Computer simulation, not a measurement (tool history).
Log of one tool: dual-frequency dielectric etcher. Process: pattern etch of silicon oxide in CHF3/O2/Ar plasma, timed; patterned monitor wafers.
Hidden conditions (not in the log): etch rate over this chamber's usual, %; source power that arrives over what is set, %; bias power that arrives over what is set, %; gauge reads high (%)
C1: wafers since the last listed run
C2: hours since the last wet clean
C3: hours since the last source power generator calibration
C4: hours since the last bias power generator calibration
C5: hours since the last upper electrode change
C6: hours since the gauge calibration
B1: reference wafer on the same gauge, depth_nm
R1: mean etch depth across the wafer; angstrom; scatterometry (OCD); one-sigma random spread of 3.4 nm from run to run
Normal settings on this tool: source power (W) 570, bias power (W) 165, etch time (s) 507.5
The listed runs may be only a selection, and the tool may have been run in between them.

run 1 hour=0.0 | source_power_(W)=570 bias_power_(W)=165 etch_time_(s)=507.5 | C1=0 C2=181.1 C3=2111.4 C4=3903.4 C5=3466.5 C6=45.1 | B1=773.8 | R1=8409
run 2 hour=21.7 | source_power_(W)=570 bias_power_(W)=165 etch_time_(s)=507.5 | C1=65 C2=202.8 C3=2133.1 C4=3925.1 C5=3488.2 C6=66.8 | B1=773.1 | R1=8384
run 3 hour=51.1 | source_power_(W)=570 bias_power_(W)=165 etch_time_(s)=507.5 | C1=88 C2=232.2 C3=2162.5 C4=3954.5 C5=3517.6 C6=96.2 | B1=771.7 | R1=8449
run 4 hour=128.3 | source_power_(W)=570 bias_power_(W)=165 etch_time_(s)=507.5 | C1=232 C2=309.4 C3=2239.7 C4=4031.7 C5=3594.8 C6=173.4 | B1=772.3 | R1=8393
run 5 hour=146.3 | source_power_(W)=570 bias_power_(W)=165 etch_time_(s)=507.5 | C1=54 C2=327.4 C3=2257.7 C4=4049.7 C5=3612.8 C6=191.4 | B1=774.1 | R1=8376
run 6 hour=174.1 | source_power_(W)=570 bias_power_(W)=165 etch_time_(s)=507.5 | C1=83 C2=355.2 C3=2285.5 C4=4077.5 C5=3640.6 C6=219.2 | B1=774.7 | R1=8316
run 7 hour=208.1 | source_power_(W)=490 bias_power_(W)=165 etch_time_(s)=542.5 | C1=102 C2=389.2 C3=2319.5 C4=4111.5 C5=3674.6 C6=253.2 | B1=774.4 | R1=8434
-- hour=225.5 bias power generator calibrated
run 8 hour=233.4 | source_power_(W)=490 bias_power_(W)=165 etch_time_(s)=542.5 | C1=64 C2=414.5 C3=2344.8 C4=7.9 C5=3699.9 C6=278.5 | B1=773.2 | R1=8367
-- hour=242.0 source power generator calibrated
run 9 hour=258.8 | source_power_(W)=480 bias_power_(W)=176 etch_time_(s)=647.0 | C1=64 C2=439.9 C3=16.8 C4=33.3 C5=3725.3 C6=303.9 | B1=773.4 | R1=10107
-- hour=285.1 wet clean of the chamber
run 10 hour=291.7 | source_power_(W)=640 bias_power_(W)=150 etch_time_(s)=616.5 | C1=26 C2=6.6 C3=49.7 C4=66.2 C5=3758.2 C6=336.8 | B1=774.7 | R1=9873
-- hour=292.6 gauge calibrated
run 11 hour=316.4 | source_power_(W)=570 bias_power_(W)=147 etch_time_(s)=507.5 | C1=74 C2=31.3 C3=74.4 C4=90.9 C5=3782.9 C6=23.8 | B1=772.5 | R1=7753
-- hour=353.8 upper electrode replaced
-- hour=375.0 wet clean of the chamber, repeated, since the last time left the tool worse
run 12 hour=377.4 | source_power_(W)=630 bias_power_(W)=143 etch_time_(s)=596.5 | C1=47 C2=2.4 C3=135.4 C4=151.9 C5=23.6 C6=84.8 | B1=773.0 | R1=9941
run 13 hour=399.9 | source_power_(W)=570 bias_power_(W)=165 etch_time_(s)=507.5 | C1=67 C2=24.9 C3=157.9 C4=174.4 C5=46.1 C6=107.3 | B1=771.4 | R1=8560
run 14 hour=414.7 | source_power_(W)=640 bias_power_(W)=177 etch_time_(s)=373.5 | C1=44 C2=39.7 C3=172.7 C4=189.2 C5=60.9 C6=122.1 | B1=771.8 | R1=6675
run 15 hour=491.5 | source_power_(W)=510 bias_power_(W)=200 etch_time_(s)=547.5 | C1=230 C2=116.5 C3=249.5 C4=266.0 C5=137.7 C6=198.9 | B1=772.6 | R1=9369
run 16 hour=522.5 | source_power_(W)=570 bias_power_(W)=165 etch_time_(s)=507.5 | C1=93 C2=147.5 C3=280.5 C4=297.0 C5=168.7 C6=229.9 | B1=773.8 | R1=8424

Alternative continuations, all from the tool just after run 16; predict every row:
run A hour=523.1 | source_power_(W)=570 bias_power_(W)=165 etch_time_(s)=507.5 | C1=1 C2=148.1 C3=281.1 C4=297.6 C5=169.3 C6=230.5 | B1=? | R1=?
run B hour=523.1 | source_power_(W)=690 bias_power_(W)=149 etch_time_(s)=425.0 | C1=1 C2=148.1 C3=281.1 C4=297.6 C5=169.3 C6=230.5 | B1=? | R1=?
run C hour=523.1 | source_power_(W)=670 bias_power_(W)=128 etch_time_(s)=507.5 | C1=1 C2=148.1 C3=281.1 C4=297.6 C5=169.3 C6=230.5 | B1=? | R1=?
run D hour=523.1 | source_power_(W)=640 bias_power_(W)=130 etch_time_(s)=649.0 | C1=1 C2=148.1 C3=281.1 C4=297.6 C5=169.3 C6=230.5 | B1=? | R1=?

run=A B1=773.6 R1=8461
run=B B1=773.6 R1=7325
run=C B1=773.6 R1=8257
run=D B1=773.6 R1=10440
With no hidden state in the tool, these same runs would have given:
run=A R1=8574
run=B R1=7423
run=C R1=8368
run=D R1=10580

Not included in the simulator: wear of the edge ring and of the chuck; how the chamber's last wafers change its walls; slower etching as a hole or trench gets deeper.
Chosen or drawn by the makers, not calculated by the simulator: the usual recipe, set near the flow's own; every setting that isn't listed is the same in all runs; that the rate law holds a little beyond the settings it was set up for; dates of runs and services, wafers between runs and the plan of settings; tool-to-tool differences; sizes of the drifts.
